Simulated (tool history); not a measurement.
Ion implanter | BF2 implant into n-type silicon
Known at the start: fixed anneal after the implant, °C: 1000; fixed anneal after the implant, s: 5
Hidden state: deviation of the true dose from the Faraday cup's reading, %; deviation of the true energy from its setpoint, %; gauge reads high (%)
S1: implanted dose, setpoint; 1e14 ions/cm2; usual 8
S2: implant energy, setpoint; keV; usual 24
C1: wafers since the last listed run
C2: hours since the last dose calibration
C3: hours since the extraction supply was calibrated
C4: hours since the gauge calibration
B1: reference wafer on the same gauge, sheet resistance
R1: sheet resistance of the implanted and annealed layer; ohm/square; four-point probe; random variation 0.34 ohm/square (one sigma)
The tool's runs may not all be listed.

Run 1, hour 0: usual settings; C1 0; C2 1786; C3 2323.5; C4 301.5; B1 264.31. Result: R1 227.81 ohm/square.
Run 2, hour 30.5: usual settings; C1 1045; C2 1816.5; C3 2354; C4 332; B1 264.55. Result: R1 228.42 ohm/square.
Run 3, hour 46: usual settings but S2 20 keV; C1 531; C2 1832; C3 2369.5; C4 347.5; B1 264.64. Result: R1 250.47 ohm/square.
Run 4, hour 74.1: usual settings but S2 20 keV; C1 962; C2 1860.1; C3 2397.6; C4 375.6; B1 264.81. Result: R1 251.41 ohm/square.
Run 5, hour 98.8: usual settings but S2 20 keV; C1 846; C2 1884.8; C3 2422.3; C4 400.3; B1 264.95. Result: R1 251.85 ohm/square.
Run 6, hour 119.5: usual settings; C1 709; C2 1905.5; C3 2443; C4 421; B1 265.06. Result: R1 228.99 ohm/square.
Run 7, hour 149.4: usual settings; C1 1024; C2 1935.4; C3 2472.9; C4 450.9; B1 265.4. Result: R1 228.97 ohm/square.
Run 8, hour 165.6: usual settings; C1 555; C2 1951.6; C3 2489.1; C4 467.1; B1 265.47. Result: R1 229.62 ohm/square.
Run 9, hour 191.6: usual settings; C1 890; C2 1977.6; C3 2515.1; C4 493.1; B1 265.62. Result: R1 229.76 ohm/square.
At hour 204.8: extraction supply calibrated.
Run 10, hour 218.6: usual settings; C1 651; C2 2004.6; C3 13.8; C4 520.1; B1 265.93. Result: R1 229.31 ohm/square.
Run 11, hour 237.4: usual settings; C1 644; C2 2023.4; C3 32.6; C4 538.9; B1 266.08. Result: R1 230.4 ohm/square.
At hour 247.8: gauge calibrated.
Run 12, hour 265.3: usual settings but S1 9.63 1e14 ions/cm2; C1 955; C2 2051.3; C3 60.5; C4 17.5; B1 264.42. Result: R1 218.01 ohm/square.
Run 13, hour 300.5: usual settings but S1 6.74 1e14 ions/cm2; C1 1206; C2 2086.5; C3 95.7; C4 52.7; B1 264.45. Result: R1 242.97 ohm/square.
Run 14, hour 316: usual settings but S1 7.31 1e14 ions/cm2, S2 18.5 keV; C1 531; C2 2102; C3 111.2; C4 68.2; B1 264.59. Result: R1 267.58 ohm/square.
Run 15, hour 330.4: usual settings; C1 493; C2 2116.4; C3 125.6; C4 82.6; B1 264.62. Result: R1 228.19 ohm/square.
Run 16, hour 362: usual settings; C1 1082; C2 2148; C3 157.2; C4 114.2; B1 264.59. Result: R1 228.87 ohm/square.
At hour 398.9: Faraday cup replaced and dose calibrated.
Run 17, hour 399.4: usual settings; C1 1007; C2 0.5; C3 194.6; C4 151.6; B1 264.59. Result: R1 228.35 ohm/square.
Run 18, hour 428.1: usual settings but S1 6.63 1e14 ions/cm2, S2 18 keV; C1 983; C2 29.2; C3 223.3; C4 180.3; B1 264.85. Result: R1 279.55 ohm/square.
Run 19, hour 459.6: usual settings but S1 6.92 1e14 ions/cm2; C1 1079; C2 60.7; C3 254.8; C4 211.8; B1 264.73. Result: R1 239.72 ohm/square.
Run 20, hour 477.5: usual settings but S1 10.05 1e14 ions/cm2, S2 22 keV; C1 613; C2 78.6; C3 272.7; C4 229.7; B1 264.83. Result: R1 226.81 ohm/square.
Run 21, hour 494.6: usual settings but S1 9.93 1e14 ions/cm2, S2 30.5 keV; C1 585; C2 95.7; C3 289.8; C4 246.8; B1 264.93. Result: R1 189.81 ohm/square.
Run 22, hour 581.5: usual settings; C1 2977; C2 182.6; C3 376.7; C4 333.7; B1 265.41. Result: R1 229.25 ohm/square.
Run 23, hour 605.6: usual settings but S1 7.36 1e14 ions/cm2, S2 26 keV; C1 825; C2 206.7; C3 400.8; C4 357.8; B1 265.53. Result: R1 226.47 ohm/square.
Run 24, hour 636.6: usual settings but S1 9.67 1e14 ions/cm2, S2 31.5 keV; C1 1062; C2 237.7; C3 431.8; C4 388.8; B1 265.66. Result: R1 189.09 ohm/square.
Run 25, hour 656.1: usual settings but S1 5.8 1e14 ions/cm2, S2 30 keV; C1 668; C2 257.2; C3 451.3; C4 408.3; B1 265.9. Result: R1 241.22 ohm/square.
Run 26, hour 679.4: usual settings; C1 798; C2 280.5; C3 474.6; C4 431.6; B1 266.03. Result: R1 229.82 ohm/square.

Forecast each of these 5 alternatives for the next run:
Run A, hour 679.8: usual settings; C1 13; C2 280.9; C3 475; C4 432; B1 ?. Result: R1 ?.
Run B, hour 679.8: usual settings but S1 6.07 1e14 ions/cm2, S2 19 keV; C1 13; C2 280.9; C3 475; C4 432; B1 ?. Result: R1 ?.
Run C, hour 679.8: usual settings but S1 7.33 1e14 ions/cm2, S2 19.5 keV; C1 13; C2 280.9; C3 475; C4 432; B1 ?. Result: R1 ?.
Run D, hour 679.8: usual settings but S1 10.28 1e14 ions/cm2; C1 13; C2 280.9; C3 475; C4 432; B1 ?. Result: R1 ?.
Run E, hour 679.8: usual settings but S1 6.73 1e14 ions/cm2; C1 13; C2 280.9; C3 475; C4 432; B1 ?. Result: R1 ?.

run      B1      R1
  A  265.96  229.99
  B  265.96  282.19
  C  265.96  262.04
  D  265.96  216.37
  E  265.96  244.25
Without the tool's hidden state the same runs would have given:
run      R1
  A  228.22
  B  280.02
  C  260.03
  D  214.71
  E  242.37
